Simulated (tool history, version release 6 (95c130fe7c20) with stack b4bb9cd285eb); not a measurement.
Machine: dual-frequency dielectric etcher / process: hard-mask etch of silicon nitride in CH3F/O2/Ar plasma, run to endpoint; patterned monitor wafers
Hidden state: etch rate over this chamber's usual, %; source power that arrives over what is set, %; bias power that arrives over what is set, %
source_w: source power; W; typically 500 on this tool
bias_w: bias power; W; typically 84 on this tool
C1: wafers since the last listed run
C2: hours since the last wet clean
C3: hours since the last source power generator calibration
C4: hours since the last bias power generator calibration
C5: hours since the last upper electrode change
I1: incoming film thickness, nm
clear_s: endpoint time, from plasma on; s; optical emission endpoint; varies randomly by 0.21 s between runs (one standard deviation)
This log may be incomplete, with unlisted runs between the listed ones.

run 1 hour=0 | source_w=440 bias_w=84 | C1=0 C2=445.8 C3=4593.7 C4=2036.5 C5=5180.6 | I1=26.27 | clear_s=36.5
run 2 hour=16.5 | source_w=440 bias_w=84 | C1=240 C2=462.3 C3=4610.2 C4=2053 C5=5197.1 | I1=26.06 | clear_s=36.3
run 3 hour=30.1 | source_w=440 bias_w=84 | C1=197 C2=475.9 C3=4623.8 C4=2066.6 C5=5210.7 | I1=26.22 | clear_s=36
run 4 hour=38.4 | source_w=500 bias_w=99 | C1=120 C2=484.2 C3=4632.1 C4=2074.9 C5=5219 | I1=26.17 | clear_s=32
run 5 hour=49 | source_w=500 bias_w=70 | C1=154 C2=494.8 C3=4642.7 C4=2085.5 C5=5229.6 | I1=26.26 | clear_s=37.7
run 6 hour=57.4 | source_w=500 bias_w=70 | C1=122 C2=503.2 C3=4651.1 C4=2093.9 C5=5238 | I1=26.45 | clear_s=37.6
run 7 hour=68.5 | source_w=500 bias_w=70 | C1=161 C2=514.3 C3=4662.2 C4=2105 C5=5249.1 | I1=26.32 | clear_s=37.7
run 8 hour=85.6 | source_w=570 bias_w=68 | C1=248 C2=531.4 C3=4679.3 C4=2122.1 C5=5266.2 | I1=26.25 | clear_s=35.6
run 9 hour=95.7 | source_w=500 bias_w=84 | C1=146 C2=541.5 C3=4689.4 C4=2132.2 C5=5276.3 | I1=26.45 | clear_s=34.8
run 10 hour=109.5 | source_w=500 bias_w=84 | C1=200 C2=555.3 C3=4703.2 C4=2146 C5=5290.1 | I1=26.35 | clear_s=34.9
run 11 hour=126.3 | source_w=500 bias_w=84 | C1=244 C2=572.1 C3=4720 C4=2162.8 C5=5306.9 | I1=26.25 | clear_s=34.7
run 12 hour=133.3 | source_w=500 bias_w=84 | C1=101 C2=579.1 C3=4727 C4=2169.8 C5=5313.9 | I1=26.41 | clear_s=35.3
-- hour=171.6 wet clean of the chamber
run 13 hour=172.1 | source_w=500 bias_w=84 | C1=215 C2=0.5 C3=4765.8 C4=2208.6 C5=5352.7 | I1=26.23 | clear_s=35.7
run 14 hour=172.4 | source_w=540 bias_w=90 | C1=4 C2=0.8 C3=4766.1 C4=2208.9 C5=5353 | I1=26.23 | clear_s=33.4
run 15 hour=172.8 | source_w=540 bias_w=90 | C1=5 C2=1.2 C3=4766.5 C4=2209.3 C5=5353.4 | I1=26.46 | clear_s=33.7
run 16 hour=181.5 | source_w=540 bias_w=90 | C1=126 C2=9.9 C3=4775.2 C4=2218 C5=5362.1 | I1=26.61 | clear_s=34
run 17 hour=193.6 | source_w=460 bias_w=102 | C1=176 C2=22 C3=4787.3 C4=2230.1 C5=5374.2 | I1=26.5 | clear_s=34.6
-- hour=207.5 source power generator calibrated
-- hour=213.3 bias power generator calibrated
-- hour=232.7 wet clean of the chamber, repeated, since the last time left the tool worse
run 18 hour=233.2 | source_w=440 bias_w=84 | C1=177 C2=0.5 C3=25.7 C4=19.9 C5=5413.8 | I1=26.26 | clear_s=35.4
run 19 hour=233.5 | source_w=590 bias_w=95 | C1=4 C2=0.8 C3=26 C4=20.2 C5=5414.1 | I1=26.01 | clear_s=29.6
run 20 hour=233.9 | source_w=500 bias_w=84 | C1=5 C2=1.2 C3=26.4 C4=20.6 C5=5414.5 | I1=26.05 | clear_s=33.3
run 21 hour=277.2 | source_w=500 bias_w=84 | C1=630 C2=44.5 C3=69.7 C4=63.9 C5=5457.8 | I1=26.37 | clear_s=34.1
run 22 hour=293.2 | source_w=560 bias_w=94 | C1=232 C2=60.5 C3=85.7 C4=79.9 C5=5473.8 | I1=26.16 | clear_s=30.6
run 23 hour=304.5 | source_w=460 bias_w=68 | C1=164 C2=71.8 C3=97 C4=91.2 C5=5485.1 | I1=26.34 | clear_s=38.1
-- hour=335.2 upper electrode replaced
run 24 hour=335.7 | source_w=540 bias_w=90 | C1=104 C2=103 C3=128.2 C4=122.4 C5=0.5 | I1=26.04 | clear_s=31.7
run 25 hour=336 | source_w=580 bias_w=84 | C1=4 C2=103.3 C3=128.5 C4=122.7 C5=0.8 | I1=26.39 | clear_s=32.2
run 26 hour=336.4 | source_w=440 bias_w=84 | C1=5 C2=103.7 C3=128.9 C4=123.1 C5=1.2 | I1=26.47 | clear_s=36.2
run 27 hour=351.6 | source_w=500 bias_w=84 | C1=221 C2=118.9 C3=144.1 C4=138.3 C5=16.4 | I1=26.27 | clear_s=34.1
run 28 hour=366.8 | source_w=460 bias_w=71 | C1=221 C2=134.1 C3=159.3 C4=153.5 C5=31.6 | I1=26.3 | clear_s=38
run 29 hour=384.1 | source_w=500 bias_w=84 | C1=251 C2=151.4 C3=176.6 C4=170.8 C5=48.9 | I1=25.96 | clear_s=33.9
run 30 hour=393.2 | source_w=580 bias_w=100 | C1=132 C2=160.5 C3=185.7 C4=179.9 C5=58 | I1=26.29 | clear_s=30.1
run 31 hour=402.7 | source_w=580 bias_w=71 | C1=138 C2=170 C3=195.2 C4=189.4 C5=67.5 | I1=26.43 | clear_s=34.4
run 32 hour=413.3 | source_w=590 bias_w=84 | C1=154 C2=180.6 C3=205.8 C4=200 C5=78.1 | I1=26.43 | clear_s=32.4
run 33 hour=440.5 | source_w=550 bias_w=91 | C1=395 C2=207.8 C3=233 C4=227.2 C5=105.3 | I1=26.14 | clear_s=31.9

Here are 4 independent what-if runs from the current tool condition. What would each one return?
run A hour=440.9 | source_w=500 bias_w=84 | C1=5 C2=208.2 C3=233.4 C4=227.6 C5=105.7 | I1=26.28 | clear_s=?
run B hour=440.9 | source_w=410 bias_w=84 | C1=5 C2=208.2 C3=233.4 C4=227.6 C5=105.7 | I1=26.28 | clear_s=?
run C hour=440.9 | source_w=570 bias_w=67 | C1=5 C2=208.2 C3=233.4 C4=227.6 C5=105.7 | I1=26.28 | clear_s=?
run D hour=440.9 | source_w=550 bias_w=95 | C1=5 C2=208.2 C3=233.4 C4=227.6 C5=105.7 | I1=26.28 | clear_s=?

run=A clear_s=34.2
run=B clear_s=37.1
run=C clear_s=35.6
run=D clear_s=31.3
Without the tool's hidden state the same runs would have given:
run=A clear_s=33.6
run=B clear_s=36.3
run=C clear_s=34.9
run=D clear_s=30.7
